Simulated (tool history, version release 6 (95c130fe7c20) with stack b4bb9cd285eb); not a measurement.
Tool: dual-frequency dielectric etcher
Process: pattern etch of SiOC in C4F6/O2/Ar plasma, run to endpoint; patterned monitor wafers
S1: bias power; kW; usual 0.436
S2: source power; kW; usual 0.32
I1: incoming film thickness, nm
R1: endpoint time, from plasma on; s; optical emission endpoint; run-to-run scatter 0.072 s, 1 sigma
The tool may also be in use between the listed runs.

run	day	S1	S2	I1	R1
1	0	0.509	0.3	36.5	15.3
2	2.775	0.509	0.3	36.06	15
3	3.808	0.509	0.3	36.5	15.1
4	6.583	0.436	0.27	36.49	16.4
5	9.204	0.436	0.27	35.95	16
6	10.971	0.357	0.32	36.15	16.3
7	12.025	0.357	0.32	36.01	16.1
# day 14.638: wet clean of the chamber
8	14.904	0.357	0.32	35.98	17
9	20.754	0.436	0.34	36.26	15.5
10	21.958	0.436	0.34	36.37	15.6
11	24.662	0.436	0.34	36.79	15.7
12	26.15	0.436	0.32	36.37	15.8
13	28.125	0.436	0.32	36.39	15.9
14	29.804	0.436	0.32	36.49	15.9
15	31.292	0.472	0.32	36.17	15.2
16	34.117	0.531	0.38	36.38	13.9
# day 37.571: source power generator calibrated
17	40.371	0.493	0.3	36.32	15
# day 41.429: wet clean of the chamber
18	42.221	0.513	0.27	36.3	16
# day 45.071: upper electrode replaced, of another model than before
19	45.092	0.436	0.32	36.17	16
20	46.888	0.436	0.32	36.68	16.2
# day 47.554: bias power generator calibrated
21	49.288	0.436	0.4	36.62	15.5
22	51.488	0.436	0.32	36.82	15.9
23	53.121	0.34	0.25	36.17	18.8
24	55.175	0.391	0.25	36.07	17.4
25	56.296	0.436	0.26	36.39	16.3
26	59.083	0.502	0.38	35.91	13.9
27	61.117	0.532	0.32	36.69	14.2
28	63.367	0.499	0.37	36.65	14.2

3 ways to go on from here, each from the tool as it stands after run 28. What would each give?
A	63.383	0.436	0.32	36.23	?
B	63.383	0.436	0.28	36.23	?
C	63.383	0.402	0.36	36.23	?

run	R1
A	15.5
B	15.8
C	15.8
Had the tool no hidden state, the same runs would have come out as:
run	R1
A	16.2
B	16.6
C	16.5
